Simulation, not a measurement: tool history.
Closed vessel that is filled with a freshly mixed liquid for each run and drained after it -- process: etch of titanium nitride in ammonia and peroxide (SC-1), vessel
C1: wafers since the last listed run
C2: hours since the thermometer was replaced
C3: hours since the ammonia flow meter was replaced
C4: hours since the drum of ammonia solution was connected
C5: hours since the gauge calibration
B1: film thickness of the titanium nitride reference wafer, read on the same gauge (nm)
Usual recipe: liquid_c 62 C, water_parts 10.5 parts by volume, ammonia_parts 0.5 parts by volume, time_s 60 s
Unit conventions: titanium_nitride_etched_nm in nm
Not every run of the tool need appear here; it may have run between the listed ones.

Run 1, hour 0: usual settings but ammonia_parts 0.65 parts by volume; C1 0; C2 614.3; C3 2121.7; C4 717.8; C5 352.6; B1 70.04. Result: titanium_nitride_etched_nm 13.38 nm.
Run 2, hour 12.9: usual settings; C1 836; C2 627.2; C3 2134.6; C4 730.7; C5 365.5; B1 69.99. Result: titanium_nitride_etched_nm 12.76 nm.
Run 3, hour 19.8: usual settings; C1 447; C2 634.1; C3 2141.5; C4 737.6; C5 372.4; B1 69.97. Result: titanium_nitride_etched_nm 12.79 nm.
Run 4, hour 31.1: usual settings but water_parts 14 parts by volume; C1 732; C2 645.4; C3 2152.8; C4 748.9; C5 383.7; B1 70. Result: titanium_nitride_etched_nm 10.86 nm.
At hour 33.4: ammonia flow meter replaced.
Run 5, hour 37.8: usual settings but water_parts 14 parts by volume; C1 369; C2 652.1; C3 4.4; C4 755.6; C5 390.4; B1 70.01. Result: titanium_nitride_etched_nm 10.98 nm.
Run 6, hour 47.3: usual settings but liquid_c 55 C, water_parts 7 parts by volume, ammonia_parts 0.3 parts by volume, time_s 95 s; C1 616; C2 661.6; C3 13.9; C4 765.1; C5 399.9; B1 70.01. Result: titanium_nitride_etched_nm 14.33 nm.
At hour 51.8: gauge calibrated.
Run 7, hour 55.7: usual settings; C1 544; C2 670; C3 22.3; C4 773.5; C5 3.9; B1 70.01. Result: titanium_nitride_etched_nm 12.74 nm.
Run 8, hour 63.1: usual settings but liquid_c 55.5 C; C1 479; C2 677.4; C3 29.7; C4 780.9; C5 11.3; B1 70.02. Result: titanium_nitride_etched_nm 8.26 nm.
Run 9, hour 76.5: usual settings but liquid_c 53 C, water_parts 6 parts by volume; C1 868; C2 690.8; C3 43.1; C4 794.3; C5 24.7; B1 70.01. Result: titanium_nitride_etched_nm 9.25 nm.
Run 10, hour 93.2: usual settings but liquid_c 56 C, water_parts 9 parts by volume, ammonia_parts 0.55 parts by volume; C1 1082; C2 707.5; C3 59.8; C4 811; C5 41.4; B1 70.02. Result: titanium_nitride_etched_nm 9.37 nm.
At hour 102.8: new drum of ammonia solution connected.
Run 11, hour 106.7: usual settings; C1 810; C2 721; C3 73.3; C4 3.9; C5 54.9; B1 70. Result: titanium_nitride_etched_nm 12.99 nm.
At hour 110.9: thermometer replaced.
Run 12, hour 113.3: usual settings; C1 363; C2 2.4; C3 79.9; C4 10.5; C5 61.5; B1 70.01. Result: titanium_nitride_etched_nm 13.55 nm.
Run 13, hour 130.8: usual settings but liquid_c 54 C, time_s 30 s; C1 1134; C2 19.9; C3 97.4; C4 28; C5 79; B1 70.01. Result: titanium_nitride_etched_nm 3.95 nm.
Run 14, hour 146.1: usual settings but liquid_c 52.5 C, water_parts 8 parts by volume, ammonia_parts 0.65 parts by volume, time_s 40 s; C1 992; C2 35.2; C3 112.7; C4 43.3; C5 94.3; B1 70. Result: titanium_nitride_etched_nm 5.75 nm.
Run 15, hour 164.1: usual settings but liquid_c 69 C, ammonia_parts 0.4 parts by volume, time_s 90 s; C1 1167; C2 53.2; C3 130.7; C4 61.3; C5 112.3; B1 70.01. Result: titanium_nitride_etched_nm 30.41 nm.
Run 16, hour 192.3: usual settings; C1 1828; C2 81.4; C3 158.9; C4 89.5; C5 140.5; B1 70.01. Result: titanium_nitride_etched_nm 13.5 nm.
Run 17, hour 200: usual settings but ammonia_parts 0.6 parts by volume; C1 499; C2 89.1; C3 166.6; C4 97.2; C5 148.2; B1 70. Result: titanium_nitride_etched_nm 13.91 nm.
Run 18, hour 207.6: usual settings; C1 492; C2 96.7; C3 174.2; C4 104.8; C5 155.8; B1 69.99. Result: titanium_nitride_etched_nm 13.47 nm.
Run 19, hour 218.1: usual settings but ammonia_parts 0.65 parts by volume; C1 680; C2 107.2; C3 184.7; C4 115.3; C5 166.3; B1 70.03. Result: titanium_nitride_etched_nm 14.13 nm.
Run 20, hour 225.9: usual settings but liquid_c 66.5 C, ammonia_parts 0.4 parts by volume, time_s 85 s; C1 505; C2 115; C3 192.5; C4 123.1; C5 174.1; B1 70. Result: titanium_nitride_etched_nm 24.49 nm.
Run 21, hour 236.6: usual settings but ammonia_parts 0.4 parts by volume; C1 693; C2 125.7; C3 203.2; C4 133.8; C5 184.8; B1 70. Result: titanium_nitride_etched_nm 12.94 nm.
Run 22, hour 243.8: usual settings but liquid_c 67 C; C1 466; C2 132.9; C3 210.4; C4 141; C5 192; B1 70. Result: titanium_nitride_etched_nm 18.53 nm.
Run 23, hour 260.8: usual settings but liquid_c 70 C, water_parts 5.5 parts by volume; C1 1102; C2 149.9; C3 227.4; C4 158; C5 209; B1 70.01. Result: titanium_nitride_etched_nm 30.94 nm.
Run 24, hour 274.1: usual settings but ammonia_parts 0.35 parts by volume; C1 862; C2 163.2; C3 240.7; C4 171.3; C5 222.3; B1 70.01. Result: titanium_nitride_etched_nm 12.58 nm.
Run 25, hour 281.4: usual settings but water_parts 6 parts by volume, ammonia_parts 0.75 parts by volume; C1 473; C2 170.5; C3 248; C4 178.6; C5 229.6; B1 70.02. Result: titanium_nitride_etched_nm 18.88 nm.

Estimate the outcome of run 26 from the log above:
Run 26, hour 291: usual settings but time_s 45 s; C1 622; C2 180.1; C3 257.6; C4 188.2; C5 239.2; B1 ?. Result: titanium_nitride_etched_nm ?.

B1: 70.04
titanium_nitride_etched_nm: 10.01 nm
With the hidden condition absent and the run-to-run variation left alone, this run would have shown titanium_nitride_etched_nm 10.18 nm.
